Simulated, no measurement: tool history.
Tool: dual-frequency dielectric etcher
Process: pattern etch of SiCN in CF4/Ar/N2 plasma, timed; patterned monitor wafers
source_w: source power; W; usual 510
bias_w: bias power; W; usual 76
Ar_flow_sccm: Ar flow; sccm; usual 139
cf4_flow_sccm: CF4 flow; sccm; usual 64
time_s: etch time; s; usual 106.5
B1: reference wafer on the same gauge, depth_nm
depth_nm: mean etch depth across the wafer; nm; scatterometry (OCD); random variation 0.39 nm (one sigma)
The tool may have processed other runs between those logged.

{"run": 1, "hour": 0.0, "source_w": 510, "bias_w": 62, "Ar_flow_sccm": 121, "cf4_flow_sccm": 51, "time_s": 132.0, "B1": 104.3, "depth_nm": 105.5}
{"hour": 65.3, "done": "wet clean of the chamber"}
{"run": 2, "hour": 88.5, "source_w": 510, "bias_w": 76, "Ar_flow_sccm": 106, "cf4_flow_sccm": 49, "time_s": 106.5, "B1": 104.4, "depth_nm": 92.3}
{"run": 3, "hour": 160.1, "source_w": 570, "bias_w": 76, "Ar_flow_sccm": 139, "cf4_flow_sccm": 64, "time_s": 106.5, "B1": 104.6, "depth_nm": 107.2}
{"run": 4, "hour": 209.6, "source_w": 510, "bias_w": 66, "Ar_flow_sccm": 150, "cf4_flow_sccm": 56, "time_s": 138.0, "B1": 104.4, "depth_nm": 113.5}
{"run": 5, "hour": 276.7, "source_w": 510, "bias_w": 76, "Ar_flow_sccm": 156, "cf4_flow_sccm": 73, "time_s": 106.5, "B1": 104.6, "depth_nm": 96.3}
{"run": 6, "hour": 331.3, "source_w": 510, "bias_w": 76, "Ar_flow_sccm": 139, "cf4_flow_sccm": 64, "time_s": 106.5, "B1": 104.5, "depth_nm": 94.6}
{"hour": 368.1, "done": "bias power generator calibrated"}
{"run": 7, "hour": 546.6, "source_w": 600, "bias_w": 66, "Ar_flow_sccm": 139, "cf4_flow_sccm": 59, "time_s": 106.5, "B1": 104.5, "depth_nm": 104.0}
{"hour": 574.6, "done": "upper electrode replaced"}
{"run": 8, "hour": 639.8, "source_w": 510, "bias_w": 76, "Ar_flow_sccm": 129, "cf4_flow_sccm": 64, "time_s": 106.5, "B1": 104.5, "depth_nm": 94.5}
{"run": 9, "hour": 708.9, "source_w": 440, "bias_w": 91, "Ar_flow_sccm": 139, "cf4_flow_sccm": 56, "time_s": 106.5, "B1": 104.4, "depth_nm": 82.1}
{"hour": 717.5, "done": "Ar flow controller replaced"}
{"run": 10, "hour": 806.4, "source_w": 470, "bias_w": 57, "Ar_flow_sccm": 139, "cf4_flow_sccm": 64, "time_s": 106.5, "B1": 104.5, "depth_nm": 77.8}
{"hour": 882.5, "done": "wet clean of the chamber"}
{"run": 11, "hour": 899.1, "source_w": 510, "bias_w": 76, "Ar_flow_sccm": 139, "cf4_flow_sccm": 64, "time_s": 106.5, "B1": 104.5, "depth_nm": 94.6}
{"run": 12, "hour": 973.6, "source_w": 550, "bias_w": 76, "Ar_flow_sccm": 172, "cf4_flow_sccm": 64, "time_s": 83.0, "B1": 104.5, "depth_nm": 77.7}
{"run": 13, "hour": 1026.9, "source_w": 450, "bias_w": 84, "Ar_flow_sccm": 170, "cf4_flow_sccm": 70, "time_s": 106.5, "B1": 104.5, "depth_nm": 85.0}
{"run": 14, "hour": 1087.3, "source_w": 510, "bias_w": 76, "Ar_flow_sccm": 139, "cf4_flow_sccm": 64, "time_s": 106.5, "B1": 104.6, "depth_nm": 93.8}
{"hour": 1151.7, "done": "source power generator calibrated"}
{"run": 15, "hour": 1192.8, "source_w": 480, "bias_w": 68, "Ar_flow_sccm": 139, "cf4_flow_sccm": 64, "time_s": 93.5, "B1": 104.5, "depth_nm": 77.2}
{"run": 16, "hour": 1259.0, "source_w": 510, "bias_w": 76, "Ar_flow_sccm": 171, "cf4_flow_sccm": 71, "time_s": 89.5, "B1": 104.7, "depth_nm": 80.5}
{"run": 17, "hour": 1299.9, "source_w": 510, "bias_w": 76, "Ar_flow_sccm": 139, "cf4_flow_sccm": 64, "time_s": 106.5, "B1": 104.6, "depth_nm": 96.1}
{"run": 18, "hour": 1391.7, "source_w": 510, "bias_w": 76, "Ar_flow_sccm": 139, "cf4_flow_sccm": 56, "time_s": 106.5, "B1": 104.3, "depth_nm": 92.2}
{"run": 19, "hour": 1429.9, "source_w": 510, "bias_w": 76, "Ar_flow_sccm": 139, "cf4_flow_sccm": 70, "time_s": 106.5, "B1": 104.5, "depth_nm": 97.5}
{"run": 20, "hour": 1474.0, "source_w": 610, "bias_w": 76, "Ar_flow_sccm": 164, "cf4_flow_sccm": 64, "time_s": 106.5, "B1": 104.5, "depth_nm": 112.1}

Forecast each of these 5 alternatives for the next run:
{"run": "A", "hour": 1474.4, "source_w": 510, "bias_w": 76, "Ar_flow_sccm": 139, "cf4_flow_sccm": 64, "time_s": 106.5, "B1": "?", "depth_nm": "?"}
{"run": "B", "hour": 1474.4, "source_w": 510, "bias_w": 86, "Ar_flow_sccm": 121, "cf4_flow_sccm": 64, "time_s": 81.5, "B1": "?", "depth_nm": "?"}
{"run": "C", "hour": 1474.4, "source_w": 560, "bias_w": 95, "Ar_flow_sccm": 156, "cf4_flow_sccm": 68, "time_s": 106.5, "B1": "?", "depth_nm": "?"}
{"run": "D", "hour": 1474.4, "source_w": 510, "bias_w": 76, "Ar_flow_sccm": 139, "cf4_flow_sccm": 70, "time_s": 81.0, "B1": "?", "depth_nm": "?"}
{"run": "E", "hour": 1474.4, "source_w": 610, "bias_w": 95, "Ar_flow_sccm": 139, "cf4_flow_sccm": 64, "time_s": 133.0, "B1": "?", "depth_nm": "?"}

run=A B1=104.6 depth_nm=95.3
run=B B1=104.6 depth_nm=77.2
run=C B1=104.6 depth_nm=113.3
run=D B1=104.6 depth_nm=74.0
run=E B1=104.6 depth_nm=154.3
What these runs would have given with no unlogged condition in the tool:
run=A depth_nm=98.1
run=B depth_nm=79.5
run=C depth_nm=116.6
run=D depth_nm=76.2
run=E depth_nm=158.8

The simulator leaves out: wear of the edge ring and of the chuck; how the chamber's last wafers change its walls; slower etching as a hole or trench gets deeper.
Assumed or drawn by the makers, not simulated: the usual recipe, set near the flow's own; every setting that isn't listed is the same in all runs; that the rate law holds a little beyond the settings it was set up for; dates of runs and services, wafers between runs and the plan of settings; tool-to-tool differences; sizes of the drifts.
